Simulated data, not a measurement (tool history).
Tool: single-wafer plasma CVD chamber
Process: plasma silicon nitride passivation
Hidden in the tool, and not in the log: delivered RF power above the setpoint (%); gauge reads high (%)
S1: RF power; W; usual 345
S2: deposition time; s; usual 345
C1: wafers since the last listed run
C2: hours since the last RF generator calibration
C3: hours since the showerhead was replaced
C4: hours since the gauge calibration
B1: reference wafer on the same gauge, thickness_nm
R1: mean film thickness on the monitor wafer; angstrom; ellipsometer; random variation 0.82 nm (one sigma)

{"run": 1, "day": 0.0, "S1": 345, "S2": 345, "C1": 0, "C2": 673.7, "C3": 4729.3, "C4": 388.3, "B1": 446.934, "R1": 4655.51}
{"run": 2, "day": 0.971, "S1": 345, "S2": 345, "C1": 167, "C2": 697, "C3": 4752.6, "C4": 411.6, "B1": 447.147, "R1": 4667.73}
{"run": 3, "day": 1.779, "S1": 345, "S2": 345, "C1": 139, "C2": 716.4, "C3": 4772, "C4": 431, "B1": 446.934, "R1": 4660.13}
{"run": 4, "day": 3.275, "S1": 345, "S2": 345, "C1": 258, "C2": 752.3, "C3": 4807.9, "C4": 466.9, "B1": 446.945, "R1": 4668.85}
{"run": 5, "day": 3.988, "S1": 345, "S2": 345, "C1": 123, "C2": 769.4, "C3": 4825, "C4": 484, "B1": 447.013, "R1": 4672.51}
{"run": 6, "day": 5.112, "S1": 345, "S2": 345, "C1": 194, "C2": 796.4, "C3": 4852, "C4": 511, "B1": 447.355, "R1": 4664.79}
{"run": 7, "day": 6.017, "S1": 345, "S2": 345, "C1": 156, "C2": 818.1, "C3": 4873.7, "C4": 532.7, "B1": 446.851, "R1": 4665.18}
{"run": 8, "day": 7.217, "S1": 345, "S2": 345, "C1": 207, "C2": 846.9, "C3": 4902.5, "C4": 561.5, "B1": 446.931, "R1": 4652.55}
{"day": 7.729, "done": "showerhead replaced"}
{"run": 9, "day": 8.517, "S1": 345, "S2": 345, "C1": 167, "C2": 878.1, "C3": 18.9, "C4": 592.7, "B1": 447.027, "R1": 4660.19}
{"run": 10, "day": 9.158, "S1": 360, "S2": 384, "C1": 110, "C2": 893.5, "C3": 34.3, "C4": 608.1, "B1": 446.896, "R1": 5224.96}
{"day": 9.667, "done": "gauge calibrated"}
{"run": 11, "day": 10.471, "S1": 320, "S2": 393, "C1": 226, "C2": 925, "C3": 65.8, "C4": 19.3, "B1": 446.996, "R1": 5226.62}
{"run": 12, "day": 11.925, "S1": 345, "S2": 345, "C1": 251, "C2": 959.9, "C3": 100.7, "C4": 54.2, "B1": 446.82, "R1": 4672.6}
{"run": 13, "day": 13.221, "S1": 345, "S2": 324, "C1": 223, "C2": 991, "C3": 131.8, "C4": 85.3, "B1": 447.055, "R1": 4379.77}
{"day": 14.225, "done": "RF generator calibrated"}
{"run": 14, "day": 14.246, "S1": 345, "S2": 389, "C1": 119, "C2": 0.5, "C3": 156.4, "C4": 109.9, "B1": 446.873, "R1": 5347.8}
{"run": 15, "day": 14.988, "S1": 345, "S2": 345, "C1": 128, "C2": 18.3, "C3": 174.2, "C4": 127.7, "B1": 446.886, "R1": 4712.88}
{"run": 16, "day": 15.888, "S1": 370, "S2": 405, "C1": 155, "C2": 39.9, "C3": 195.8, "C4": 149.3, "B1": 446.978, "R1": 5601.26}
{"run": 17, "day": 16.892, "S1": 325, "S2": 278, "C1": 173, "C2": 64, "C3": 219.9, "C4": 173.4, "B1": 447.022, "R1": 3762.75}
{"run": 18, "day": 17.496, "S1": 345, "S2": 345, "C1": 104, "C2": 78.5, "C3": 234.4, "C4": 187.9, "B1": 446.779, "R1": 4728.76}

Run 19 comes next. What will it give?
{"run": 19, "day": 18.35, "S1": 315, "S2": 318, "C1": 147, "C2": 99, "C3": 254.9, "C4": 208.4, "B1": "?", "R1": "?"}

B1: 447.096
R1: 4276.29 angstrom
Without the tool's hidden state the same run would have given R1 4301.01 angstrom.

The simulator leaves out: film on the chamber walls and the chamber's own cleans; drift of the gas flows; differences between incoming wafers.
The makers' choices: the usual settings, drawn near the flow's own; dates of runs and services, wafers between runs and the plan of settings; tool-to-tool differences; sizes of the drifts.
